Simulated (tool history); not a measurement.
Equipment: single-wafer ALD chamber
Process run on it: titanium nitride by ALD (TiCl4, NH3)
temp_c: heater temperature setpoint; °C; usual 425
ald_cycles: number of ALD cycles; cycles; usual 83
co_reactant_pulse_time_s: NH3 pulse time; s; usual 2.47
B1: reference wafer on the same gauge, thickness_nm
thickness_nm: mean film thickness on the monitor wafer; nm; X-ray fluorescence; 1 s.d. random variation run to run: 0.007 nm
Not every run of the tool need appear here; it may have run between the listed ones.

Run 1, hour 0: usual settings but temp_c 435 °C; B1 1.416. Result: thickness_nm 1.681 nm.
Run 2, hour 37: usual settings; B1 1.421. Result: thickness_nm 1.687 nm.
Run 3, hour 67.2: usual settings; B1 1.426. Result: thickness_nm 1.7 nm.
Run 4, hour 103: usual settings; B1 1.43. Result: thickness_nm 1.693 nm.
Run 5, hour 128.5: usual settings; B1 1.432. Result: thickness_nm 1.7 nm.
Run 6, hour 162.7: usual settings; B1 1.437. Result: thickness_nm 1.711 nm.
Run 7, hour 211.6: usual settings; B1 1.438. Result: thickness_nm 1.705 nm.
Run 8, hour 260.9: usual settings; B1 1.44. Result: thickness_nm 1.714 nm.
Run 9, hour 305.5: usual settings; B1 1.446. Result: thickness_nm 1.723 nm.
Run 10, hour 351.9: usual settings but co_reactant_pulse_time_s 2.02 s; B1 1.447. Result: thickness_nm 1.707 nm.
Run 11, hour 416.8: usual settings but co_reactant_pulse_time_s 2.02 s; B1 1.449. Result: thickness_nm 1.707 nm.
Run 12, hour 541.1: usual settings but co_reactant_pulse_time_s 2.02 s; B1 1.454. Result: thickness_nm 1.718 nm.
Run 13, hour 612.1: usual settings; B1 1.458. Result: thickness_nm 1.723 nm.
Run 14, hour 645.4: usual settings; B1 1.464. Result: thickness_nm 1.74 nm.
Run 15, hour 705.1: usual settings; B1 1.462. Result: thickness_nm 1.748 nm.
At hour 718.4: thermocouple changed; heater temperature recalibrated.
Run 16, hour 769.7: usual settings; B1 1.462. Result: thickness_nm 1.746 nm.
Run 17, hour 805.7: usual settings; B1 1.463. Result: thickness_nm 1.754 nm.
Run 18, hour 853.5: usual settings; B1 1.465. Result: thickness_nm 1.756 nm.
Run 19, hour 915.2: usual settings; B1 1.467. Result: thickness_nm 1.744 nm.
Run 20, hour 947.7: usual settings; B1 1.466. Result: thickness_nm 1.754 nm.
Run 21, hour 981.6: usual settings but co_reactant_pulse_time_s 1.83 s; B1 1.464. Result: thickness_nm 1.733 nm.
Run 22, hour 1016.1: usual settings but ald_cycles 78 cycles, co_reactant_pulse_time_s 1.88 s; B1 1.469. Result: thickness_nm 1.623 nm.
At hour 1061: gauge calibrated.
Run 23, hour 1065.6: usual settings but co_reactant_pulse_time_s 1.49 s; B1 1.399. Result: thickness_nm 1.632 nm.
Run 24, hour 1093.4: usual settings but co_reactant_pulse_time_s 1.78 s; B1 1.402. Result: thickness_nm 1.66 nm.
Run 25, hour 1159.1: usual settings but ald_cycles 68 cycles, co_reactant_pulse_time_s 3.38 s; B1 1.41. Result: thickness_nm 1.389 nm.
Run 26, hour 1203.6: usual settings but temp_c 432 °C, ald_cycles 96 cycles, co_reactant_pulse_time_s 1.59 s; B1 1.416. Result: thickness_nm 1.926 nm.
Run 27, hour 1254.8: usual settings but temp_c 412 °C, ald_cycles 75 cycles, co_reactant_pulse_time_s 3.39 s; B1 1.423. Result: thickness_nm 1.54 nm.
Run 28, hour 1315.1: usual settings but temp_c 429 °C, ald_cycles 67 cycles, co_reactant_pulse_time_s 1.84 s; B1 1.425. Result: thickness_nm 1.364 nm.
Run 29, hour 1350.1: usual settings but temp_c 432 °C, co_reactant_pulse_time_s 1.59 s; B1 1.432. Result: thickness_nm 1.669 nm.
Run 30, hour 1418.9: usual settings but temp_c 434 °C, ald_cycles 75 cycles, co_reactant_pulse_time_s 1.76 s; B1 1.437. Result: thickness_nm 1.524 nm.
Run 31, hour 1484.3: usual settings; B1 1.436. Result: thickness_nm 1.711 nm.
At hour 1516: showerhead replaced.
Run 32, hour 1516.5: usual settings but temp_c 417 °C; B1 1.438. Result: thickness_nm 1.715 nm.
Run 33, hour 1569.2: usual settings but temp_c 419 °C, ald_cycles 68 cycles; B1 1.443. Result: thickness_nm 1.411 nm.
Run 34, hour 1639.8: usual settings but temp_c 436 °C; B1 1.445. Result: thickness_nm 1.722 nm.
Run 35, hour 1678.5: usual settings but temp_c 433 °C, co_reactant_pulse_time_s 2.86 s; B1 1.449. Result: thickness_nm 1.731 nm.
Run 36, hour 1716.1: usual settings but ald_cycles 95 cycles; B1 1.448. Result: thickness_nm 1.956 nm.
Run 37, hour 1758.4: usual settings but ald_cycles 68 cycles, co_reactant_pulse_time_s 3.38 s; B1 1.449. Result: thickness_nm 1.424 nm.
Run 38, hour 1822.8: usual settings but temp_c 438 °C, co_reactant_pulse_time_s 3.34 s; B1 1.451. Result: thickness_nm 1.732 nm.
Run 39, hour 1983.4: usual settings but temp_c 436 °C; B1 1.457. Result: thickness_nm 1.738 nm.
Run 40, hour 2040.3: usual settings but temp_c 412 °C, ald_cycles 73 cycles, co_reactant_pulse_time_s 2.02 s; B1 1.456. Result: thickness_nm 1.503 nm.
Run 41, hour 2086.3: usual settings but temp_c 434 °C, ald_cycles 99 cycles, co_reactant_pulse_time_s 3.36 s; B1 1.455. Result: thickness_nm 2.075 nm.

State the hidden condition of the tool at each of the runs:
wafer temperature above the value expected at the setpoint (K): 0, the same for each run
H1: gauge reads high (%)
run       H1
  1     1.15
  2     1.49
  3     1.74
  4     2.02
  5     2.21
  6     2.44
  7     2.74
  8     3.01
  9     3.22
 10     3.43
 11     3.68
 12     4.06
 13     4.23
 14      4.3
 15     4.42
 16     4.53
 17     4.58
 18     4.64
 19     4.72
 20     4.75
 21     4.78
 22     4.81
 23  -0.0758
 24    0.209
 25    0.812
 26     1.17
 27     1.54
 28     1.92
 29     2.11
 30     2.46
 31     2.73
 32     2.85
 33     3.03
 34     3.24
 35     3.34
 36     3.43
 37     3.52
 38     3.65
 39     3.88
 40     3.94
 41     3.99

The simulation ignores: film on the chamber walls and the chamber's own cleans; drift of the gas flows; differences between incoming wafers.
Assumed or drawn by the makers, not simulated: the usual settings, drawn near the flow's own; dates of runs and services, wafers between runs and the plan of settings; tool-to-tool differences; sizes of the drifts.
